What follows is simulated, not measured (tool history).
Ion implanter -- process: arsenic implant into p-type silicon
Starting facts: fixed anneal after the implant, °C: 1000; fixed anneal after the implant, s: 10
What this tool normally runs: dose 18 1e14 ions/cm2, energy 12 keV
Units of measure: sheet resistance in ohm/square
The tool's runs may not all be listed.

run	hour	dose	energy	wafers since the last listed run	hours since the last dose calibration	hours since the extraction supply was calibrated	hours since the gauge calibration	read-back reference wafer on the same gauge, sheet resistance	sheet resistance
1	0	18	12	0	2588.6	7351	36.4	120.03	140.51
2	8.1	18	12	103	2596.7	7359.1	44.5	119.97	140.83
3	19.1	14.04	12	139	2607.7	7370.1	55.5	120	147.24
4	30.9	14.04	12	150	2619.5	7381.9	67.3	119.91	146.77
5	48.3	15.9	9.5	221	2636.9	7399.3	84.7	119.86	152.55
6	97.2	15.9	9.5	622	2685.8	7448.2	133.6	119.5	152.28
# hour 107.9: gauge calibrated
# hour 111.4: extraction supply calibrated
7	111.9	15.9	9.5	85	2700.5	0.5	4	120.01	153.03
8	122.1	18	12	129	2710.7	10.7	14.2	119.99	140.92
9	129.7	18	14.5	96	2718.3	18.3	21.8	120	132.62
10	144.7	18	14.5	190	2733.3	33.3	36.8	119.99	132.62
11	153.3	18	14.5	109	2741.9	41.9	45.4	119.96	132.31
12	164.5	18	10.5	142	2753.1	53.1	56.6	119.92	145.92
# hour 178.1: Faraday cup replaced and dose calibrated
13	178.6	18	11	77	0.5	67.2	70.7	119.85	143.86
14	181.6	19.91	12	38	3.5	70.2	73.7	119.89	138.91
15	194.5	18	12	164	16.4	83.1	86.6	119.79	140.49
16	204.6	22.04	8.5	128	26.5	93.2	96.7	119.73	149.19
17	221.1	21.26	15.5	209	43	109.7	113.2	119.64	126.51
18	234	18	12	164	55.9	122.6	126.1	119.54	140.1
19	250.7	16.51	8	212	72.6	139.3	142.8	119.38	156.8
20	260.5	14.07	10	124	82.4	149.1	152.6	119.31	153.56
# hour 267: gauge calibrated
21	268.1	21.25	13.5	96	90	156.7	1.1	119.96	132.84
22	283.6	20.46	9.5	197	105.5	172.2	16.6	119.95	146.63
23	292.2	21.61	10	109	114.1	180.8	25.2	119.86	143.99
24	305.6	15.86	12	170	127.5	194.2	38.6	119.89	143.57
25	315.5	16.46	12	125	137.4	204.1	48.5	119.86	142.89

Table of differences, measured result less the result of that run with no hidden state. Run-to-run variation is the same in both. Gauge scatter possibly is not:
What the log doesn't record here: deviation of the true dose from the Faraday cup's reading, %; deviation of the true energy from its setpoint, %; gauge reads high (%).
run	sheet resistance
1	+0.01
2	-0.01
3	-0.06
4	-0.11
5	-0.22
6	-0.63
7	+0.01
8	+0
9	-0.01
10	-0.04
11	-0.06
12	-0.1
13	-0.17
14	-0.18
15	-0.26
16	-0.34
17	-0.41
18	-0.55
19	-0.81
20	-0.9
21	-0.07
22	-0.09
23	-0.11
24	-0.13
25	-0.16
